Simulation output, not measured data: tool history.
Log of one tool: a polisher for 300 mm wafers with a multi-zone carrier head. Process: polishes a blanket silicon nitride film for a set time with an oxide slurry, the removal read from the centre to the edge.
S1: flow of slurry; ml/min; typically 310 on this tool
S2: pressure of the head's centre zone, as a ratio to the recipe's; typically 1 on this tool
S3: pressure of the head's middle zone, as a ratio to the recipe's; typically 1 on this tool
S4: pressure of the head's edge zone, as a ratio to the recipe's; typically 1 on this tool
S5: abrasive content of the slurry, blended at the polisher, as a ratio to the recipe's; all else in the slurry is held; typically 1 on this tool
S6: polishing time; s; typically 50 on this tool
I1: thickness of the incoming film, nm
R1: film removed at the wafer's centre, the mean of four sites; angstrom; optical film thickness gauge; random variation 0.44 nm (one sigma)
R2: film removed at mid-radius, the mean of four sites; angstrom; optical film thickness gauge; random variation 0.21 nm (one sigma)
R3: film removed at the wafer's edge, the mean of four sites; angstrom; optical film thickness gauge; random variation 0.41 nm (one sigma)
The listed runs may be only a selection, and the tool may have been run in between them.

Run 1, hour 0: usual settings; I1 250.6. Result: R1 292 angstrom, R2 303 angstrom, R3 290 angstrom.
Run 2, hour 12.6: usual settings; I1 246.1. Result: R1 297 angstrom, R2 299 angstrom, R3 297 angstrom.
Run 3, hour 29.9: usual settings but S3 1.09; I1 249.3. Result: R1 295 angstrom, R2 313 angstrom, R3 295 angstrom.
Run 4, hour 45: usual settings but S3 1.09; I1 249.3. Result: R1 298 angstrom, R2 314 angstrom, R3 293 angstrom.
Run 5, hour 80.6: usual settings but S3 1.09; I1 247.3. Result: R1 286 angstrom, R2 306 angstrom, R3 285 angstrom.
At hour 119.6: carrier head's membrane replaced by a new one.
Run 6, hour 120.1: usual settings; I1 248. Result: R1 281 angstrom, R2 283 angstrom, R3 284 angstrom.
At hour 127.4: worn pad replaced by a new one, of another model than before.
Run 7, hour 148.1: usual settings; I1 251.8. Result: R1 305 angstrom, R2 300 angstrom, R3 300 angstrom.
Run 8, hour 177.8: usual settings; I1 246.5. Result: R1 298 angstrom, R2 301 angstrom, R3 299 angstrom.
Run 9, hour 207.5: usual settings but S2 0.95, S4 1.06, S5 0.8; I1 251.5. Result: R1 265 angstrom, R2 280 angstrom, R3 283 angstrom.
Run 10, hour 222.4: usual settings; I1 253.5. Result: R1 294 angstrom, R2 299 angstrom, R3 288 angstrom.
Run 11, hour 246.1: usual settings; I1 253.4. Result: R1 294 angstrom, R2 291 angstrom, R3 294 angstrom.
At hour 247.5: slurry nozzle cleaned.
At hour 259.2: worn pad replaced by a new one.
Run 12, hour 259.7: usual settings; I1 254. Result: R1 308 angstrom, R2 308 angstrom, R3 309 angstrom.
Run 13, hour 281.5: usual settings but S3 1.09, S4 0.96, S5 0.75, S6 45 s; I1 247.7. Result: R1 255 angstrom, R2 271 angstrom, R3 252 angstrom.
At hour 341.5: centre zone pressure recalibrated.
At hour 381: edge zone pressure recalibrated.
Run 14, hour 382.2: usual settings; I1 253.2. Result: R1 299 angstrom, R2 294 angstrom, R3 290 angstrom.
At hour 387.8: worn pad replaced by a new one.
Run 15, hour 399.8: usual settings but S3 0.95, S4 0.94, S5 0.75; I1 249.5. Result: R1 278 angstrom, R2 269 angstrom, R3 270 angstrom.
Run 16, hour 422.9: usual settings but S4 0.91, S6 40 s; I1 250.6. Result: R1 249 angstrom, R2 243 angstrom, R3 233 angstrom.
Run 17, hour 508.4: usual settings but S1 210 ml/min, S3 1.05; I1 246.8. Result: R1 286 angstrom, R2 295 angstrom, R3 291 angstrom.
Run 18, hour 541.9: usual settings but S2 0.97, S4 0.94, S6 63 s; I1 250.9. Result: R1 349 angstrom, R2 356 angstrom, R3 346 angstrom.
At hour 548.3: worn pad replaced by a new one.
Run 19, hour 574.9: usual settings but S3 1.06, S5 0.8; I1 250. Result: R1 288 angstrom, R2 295 angstrom, R3 287 angstrom.
Run 20, hour 598: usual settings but S1 365 ml/min, S5 1.2, S6 36 s; I1 252.4. Result: R1 230 angstrom, R2 230 angstrom, R3 224 angstrom.
Run 21, hour 611.4: usual settings but S6 58 s; I1 249.6. Result: R1 351 angstrom, R2 346 angstrom, R3 348 angstrom.

Branching from run 21: 4 alternative next runs. What would each branch give?
Run A, hour 611.8: usual settings; I1 249.5. Result: R1 ?, R2 ?, R3 ?.
Run B, hour 611.8: usual settings but S3 1.09, S4 0.92, S5 0.75, S6 60 s; I1 249.5. Result: R1 ?, R2 ?, R3 ?.
Run C, hour 611.8: usual settings but S2 1.1, S3 0.96, S5 1.3, S6 57 s; I1 249.5. Result: R1 ?, R2 ?, R3 ?.
Run D, hour 611.8: usual settings but S3 1.08, S4 0.91, S6 43 s; I1 249.5. Result: R1 ?, R2 ?, R3 ?.

run   R1   R2   R3
  A  308  297  293
  B  341  349  312
  C  415  354  359
  D  265  269  240
What these runs would have given with no unlogged condition in the tool:
run   R1   R2   R3
  A  314  303  299
  B  348  356  318
  C  424  362  366
  D  270  274  245
